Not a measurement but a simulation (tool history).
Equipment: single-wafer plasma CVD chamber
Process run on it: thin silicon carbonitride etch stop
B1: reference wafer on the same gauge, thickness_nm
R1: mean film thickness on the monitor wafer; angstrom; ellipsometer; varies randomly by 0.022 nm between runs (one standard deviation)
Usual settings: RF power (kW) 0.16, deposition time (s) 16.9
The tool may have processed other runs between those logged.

Run 1, hour 0: usual settings but RF power (kW) 0.18; B1 9.971. Result: R1 89.13 angstrom.
Run 2, hour 71.7: usual settings but RF power (kW) 0.18; B1 9.97. Result: R1 89.11 angstrom.
Run 3, hour 134.7: usual settings; B1 9.971. Result: R1 86.55 angstrom.
Run 4, hour 198.9: usual settings; B1 9.971. Result: R1 87.06 angstrom.
Run 5, hour 250.7: usual settings; B1 9.966. Result: R1 86.95 angstrom.
Run 6, hour 332.2: usual settings; B1 9.969. Result: R1 86.58 angstrom.
Run 7, hour 386.9: usual settings; B1 9.967. Result: R1 86.74 angstrom.
Run 8, hour 453.9: usual settings; B1 9.972. Result: R1 86.55 angstrom.
Run 9, hour 520.1: usual settings; B1 9.971. Result: R1 86.79 angstrom.
Run 10, hour 592.5: usual settings; B1 9.968. Result: R1 86.74 angstrom.
Run 11, hour 637.3: usual settings; B1 9.976. Result: R1 86.65 angstrom.
Run 12, hour 686.1: usual settings; B1 9.971. Result: R1 86.73 angstrom.
At hour 726.9: showerhead replaced.
Run 13, hour 736.3: usual settings but RF power (kW) 0.185, deposition time (s) 14.8; B1 9.968. Result: R1 78.63 angstrom.
Run 14, hour 779.9: usual settings but RF power (kW) 0.185, deposition time (s) 14.8; B1 9.959. Result: R1 78.4 angstrom.
At hour 799.6: gauge calibrated.
Run 15, hour 874.1: usual settings but deposition time (s) 18.7; B1 9.97. Result: R1 95.71 angstrom.
Run 16, hour 938.5: usual settings but deposition time (s) 18.7; B1 9.968. Result: R1 95.69 angstrom.
Run 17, hour 979.9: usual settings; B1 9.978. Result: R1 86.83 angstrom.
At hour 1006.7: RF generator calibrated.
Run 18, hour 1079.3: usual settings but RF power (kW) 0.145, deposition time (s) 19.6; B1 9.975. Result: R1 99.74 angstrom.
Run 19, hour 1133.9: usual settings; B1 9.971. Result: R1 88.35 angstrom.
Run 20, hour 1195.2: usual settings but RF power (kW) 0.185, deposition time (s) 18; B1 9.972. Result: R1 97.09 angstrom.
Run 21, hour 1249: usual settings but RF power (kW) 0.19, deposition time (s) 19.7; B1 9.967. Result: R1 106.51 angstrom.
Run 22, hour 1304.9: usual settings but RF power (kW) 0.145, deposition time (s) 15.2; B1 9.962. Result: R1 77.01 angstrom.
At hour 1322.5: thermocouple changed; heater temperature recalibrated.
Run 23, hour 1528: usual settings but RF power (kW) 0.19, deposition time (s) 13.6; B1 9.967. Result: R1 73.2 angstrom.
Run 24, hour 1597.5: usual settings but RF power (kW) 0.13, deposition time (s) 17.8; B1 9.963. Result: R1 87.72 angstrom.
Run 25, hour 1810.5: usual settings but RF power (kW) 0.19; B1 9.971. Result: R1 90.66 angstrom.
Run 26, hour 1900.3: usual settings but RF power (kW) 0.19, deposition time (s) 20.1; B1 9.97. Result: R1 108.44 angstrom.
Run 27, hour 1995.5: usual settings but deposition time (s) 13.9; B1 9.962. Result: R1 71.21 angstrom.
Run 28, hour 2069.3: usual settings but RF power (kW) 0.135, deposition time (s) 19; B1 9.971. Result: R1 94.09 angstrom.
Run 29, hour 2133.2: usual settings but deposition time (s) 13.7; B1 9.967. Result: R1 70.21 angstrom.
Run 30, hour 2181.6: usual settings but RF power (kW) 0.13, deposition time (s) 19.9; B1 9.971. Result: R1 97.22 angstrom.
Run 31, hour 2488.4: usual settings but RF power (kW) 0.19, deposition time (s) 20.1; B1 9.97. Result: R1 107.79 angstrom.
Run 32, hour 2541.3: usual settings but RF power (kW) 0.185, deposition time (s) 15.4; B1 9.978. Result: R1 81.89 angstrom.
Run 33, hour 2588: usual settings but RF power (kW) 0.135; B1 9.971. Result: R1 83.45 angstrom.
Run 34, hour 2632.8: usual settings but deposition time (s) 18; B1 9.969. Result: R1 92.07 angstrom.
At hour 2710.4: gauge calibrated.
Run 35, hour 2714.2: usual settings but RF power (kW) 0.145, deposition time (s) 14.7; B1 9.963. Result: R1 73.53 angstrom.

Same runs, no hidden state in the tool, same run-to-run variation:
Hidden state present: wafer temperature above the value expected at the setpoint (K); delivered RF power above the setpoint (%); gauge reads high (%).
run      R1
  1   90.69
  2   90.68
  3   88.09
  4   88.62
  5   88.52
  6   88.16
  7   88.33
  8   88.15
  9    88.4
 10   88.36
 11   88.27
 12   88.36
 13   80.11
 14   79.88
 15   97.53
 16   97.51
 17   88.49
 18  100.15
 19    88.8
 20   97.69
 21  107.26
 22   77.62
 23      74
 24   88.74
 25    91.9
 26     110
 27   72.28
 28   95.55
 29   71.33
 30    98.8
 31   109.7
 32   83.36
 33   84.96
 34   93.75
 35   74.89
